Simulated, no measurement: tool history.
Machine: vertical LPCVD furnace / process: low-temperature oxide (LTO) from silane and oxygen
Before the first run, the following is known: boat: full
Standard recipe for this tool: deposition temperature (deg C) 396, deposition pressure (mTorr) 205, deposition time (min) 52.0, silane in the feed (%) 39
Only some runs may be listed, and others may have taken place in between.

run,hour,deposition temperature (deg C),deposition pressure (mTorr),deposition time (min),silane in the feed (%),"read-back reference wafer on the same gauge, thickness",film thickness on the monitor wafer in the middle of the boat (angstrom)
1,0.0,396,205,52.0,39,361.13,4660.9
2,35.3,396,205,52.0,39,361.09,4686.6
3,56.9,396,205,52.0,39,361.14,4656.4
4,80.6,396,205,52.0,37,361.07,4371.2
5,104.8,396,205,52.0,37,361.07,4401.5
6,200.8,396,205,52.0,37,360.83,4401.7
# hour 234.2: silane flow controller replaced
# hour 235.0: pressure gauge zeroed
7,235.5,396,205,52.0,39,360.66,4428.5
8,255.3,396,205,52.0,39,361.08,4429.4
# hour 261.6: gauge calibrated
9,289.9,396,205,52.0,39,361.29,4422.7
10,310.8,396,205,52.0,39,360.91,4419.8
11,344.0,396,180,70.0,36,361.46,4751.7
12,378.6,387,180,52.0,39,361.06,3524.8
13,404.4,396,160,65.5,34,360.85,3662.1
14,436.2,396,230,64.5,39,361.32,6185.2
# hour 464.7: thermocouples replaced and temperature profile calibrated
15,465.2,396,250,52.0,39,360.73,5227.4
16,486.1,396,205,52.0,39,360.87,4273.3
17,501.5,391,185,72.0,36,361.09,4547.0
18,535.4,406,205,52.0,39,360.89,4795.5
19,551.7,396,205,52.0,39,361.03,4273.5
20,581.1,400,155,52.0,44,361.17,3890.5
21,596.0,396,205,52.0,39,361.23,4285.9

Hidden state or all else? Some run-to-run changes of film thickness on the monitor wafer in the middle of the boat (angstrom), split into what the settings, what came in and random variation would give without the hidden state, and what is left for the hidden state (with any gauge scatter that isn't in both results):
Hidden state present: true tube temperature minus thermocouple reading, K; true pressure minus gauge reading, mTorr; deviation of the silane flow from its setpoint, %; gauge reads high (%).
Run 6 -> 7: silane in the feed (%) 37 -> 39, silane flow controller replaced, pressure gauge zeroed. film thickness on the monitor wafer in the middle of the boat (angstrom) +26.8: hidden state -253.9, all else +280.7.
Run 11 -> 12: deposition temperature (deg C) 396 -> 387, deposition time (min) 70.0 -> 52.0, silane in the feed (%) 36 -> 39. film thickness on the monitor wafer in the middle of the boat (angstrom) -1226.9: hidden state -50.4, all else -1176.5.
Run 13 -> 14: deposition pressure (mTorr) 160 -> 230, deposition time (min) 65.5 -> 64.5, silane in the feed (%) 34 -> 39. film thickness on the monitor wafer in the middle of the boat (angstrom) +2523.1: hidden state +105.9, all else +2417.2.
Run 14 -> 15: deposition pressure (mTorr) 230 -> 250, deposition time (min) 64.5 -> 52.0, thermocouples replaced and temperature profile calibrated. film thickness on the monitor wafer in the middle of the boat (angstrom) -957.8: hidden state -246.7, all else -711.1.
